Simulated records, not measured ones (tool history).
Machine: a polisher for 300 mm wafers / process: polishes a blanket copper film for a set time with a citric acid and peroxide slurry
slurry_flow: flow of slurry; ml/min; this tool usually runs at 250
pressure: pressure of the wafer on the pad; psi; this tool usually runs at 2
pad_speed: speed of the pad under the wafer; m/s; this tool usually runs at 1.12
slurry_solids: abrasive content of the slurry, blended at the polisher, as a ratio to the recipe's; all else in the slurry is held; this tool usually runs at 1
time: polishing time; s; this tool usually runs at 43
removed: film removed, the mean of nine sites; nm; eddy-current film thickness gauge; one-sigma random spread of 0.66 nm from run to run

| run | hour | slurry_flow | pressure | pad_speed | slurry_solids | time | wafers since the last listed run | wafers polished on this pad | hours since the slurry nozzle was cleaned | hours since the head pressure was calibrated | hours since the slurry blender was calibrated | incoming thickness of the incoming film, nm | removed |
|---|---|---|---|---|---|---|---|---|---|---|---|---|---|
| 1 | 0 | 250 | 2 | 1.12 | 0.8 | 53 | 0 | 187 | 590.4 | 237.6 | 57.5 | 909.9 | 86.1 |
| 2 | 65.1 | 250 | 2 | 1.12 | 0.8 | 53 | 828 | 1016 | 655.5 | 302.7 | 122.6 | 910.2 | 85.6 |
| 3 | 110.4 | 250 | 2 | 1.12 | 0.8 | 53 | 576 | 1592 | 700.8 | 348 | 167.9 | 910.9 | 83.1 |
|  | 121.4 | slurry nozzle cleaned |
| 4 | 150 | 250 | 2 | 1.12 | 1 | 43 | 491 | 2083 | 28.6 | 387.6 | 207.5 | 907.3 | 72.9 |
|  | 174.4 | slurry blender recalibrated |
|  | 210 | worn pad replaced by a new one |
| 5 | 210.5 | 250 | 2 | 1.12 | 1 | 43 | 693 | 6 | 89.1 | 448.1 | 36.1 | 911.6 | 76.9 |
| 6 | 278.4 | 250 | 2 | 1.12 | 1 | 43 | 864 | 870 | 157 | 516 | 104 | 903.4 | 75 |
|  | 311.7 | head pressure recalibrated |
| 7 | 324.6 | 300 | 2 | 1.12 | 1 | 43 | 562 | 1433 | 203.2 | 12.9 | 150.2 | 931.5 | 69.4 |
| 8 | 349.7 | 300 | 2 | 1.12 | 1 | 43 | 319 | 1752 | 228.3 | 38 | 175.3 | 918.3 | 68.8 |
|  | 387.3 | slurry blender recalibrated |
| 9 | 411.1 | 250 | 2 | 1.12 | 1 | 51 | 755 | 2508 | 289.7 | 99.4 | 23.8 | 914.3 | 77.2 |
|  | 432.6 | worn pad replaced by a new one |
| 10 | 472.9 | 250 | 2 | 1.12 | 1 | 51 | 735 | 512 | 351.5 | 161.2 | 85.6 | 917.9 | 83.1 |
| 11 | 497.2 | 250 | 2.3 | 1.12 | 1 | 36 | 309 | 821 | 375.8 | 185.5 | 109.9 | 914.3 | 65.8 |
| 12 | 528 | 250 | 2 | 1.12 | 1 | 43 | 391 | 1213 | 406.6 | 216.3 | 140.7 | 899.6 | 69.6 |
| 13 | 570.8 | 250 | 2 | 1.12 | 1 | 43 | 544 | 1758 | 449.4 | 259.1 | 183.5 | 913.7 | 67.8 |
|  | 601.8 | slurry blender recalibrated |
|  | 633 | worn pad replaced by a new one |
| 14 | 641.4 | 280 | 1.4 | 1.4 | 1.15 | 43 | 822 | 106 | 520 | 329.7 | 39.6 | 905 | 67.3 |
| 15 | 705.4 | 250 | 2.5 | 1.12 | 1 | 43 | 814 | 921 | 584 | 393.7 | 103.6 | 903.1 | 90.5 |
|  | 723.2 | slurry nozzle cleaned |
| 16 | 755.4 | 250 | 2 | 1.12 | 1.15 | 33 | 623 | 1544 | 32.2 | 443.7 | 153.6 | 918.9 | 57.5 |
| 17 | 806.2 | 250 | 2 | 1.12 | 1 | 43 | 646 | 2191 | 83 | 494.5 | 204.4 | 917.4 | 71.4 |
|  | 830.1 | worn pad replaced by a new one |
|  | 833.5 | slurry blender recalibrated |
|  | 863.5 | head pressure recalibrated |
| 18 | 872.6 | 250 | 2 | 0.96 | 1 | 43 | 743 | 489 | 149.4 | 9.1 | 39.1 | 924.9 | 61.4 |
| 19 | 942.2 | 250 | 2 | 0.8 | 1 | 43 | 885 | 1375 | 219 | 78.7 | 108.7 | 922.1 | 51.6 |
| 20 | 991.1 | 250 | 1.8 | 1.12 | 1 | 43 | 622 | 1997 | 267.9 | 127.6 | 157.6 | 904.1 | 63.1 |
| 21 | 1031.4 | 165 | 2.4 | 1.02 | 1 | 43 | 512 | 2510 | 308.2 | 167.9 | 197.9 | 914.4 | 70.9 |

Each run again, without the hidden state but with its own random variation kept:
Unlogged tool condition in this case: removal rate lost through wear of the pad, %; slurry flow missing at the pad, %; deviation of the head's pressure from its setpoint, %; abrasive missing from the slurry, %.
| run | removed |
|---|---|
| 1 | 84.3 |
| 2 | 84.6 |
| 3 | 82.5 |
| 4 | 72.7 |
| 5 | 72.6 |
| 6 | 70.9 |
| 7 | 73.6 |
| 8 | 73.5 |
| 9 | 83.8 |
| 10 | 85.1 |
| 11 | 67.7 |
| 12 | 72 |
| 13 | 70.6 |
| 14 | 66.3 |
| 15 | 89.5 |
| 16 | 57 |
| 17 | 70.9 |
| 18 | 61.4 |
| 19 | 52.6 |
| 20 | 65.1 |
| 21 | 73.8 |
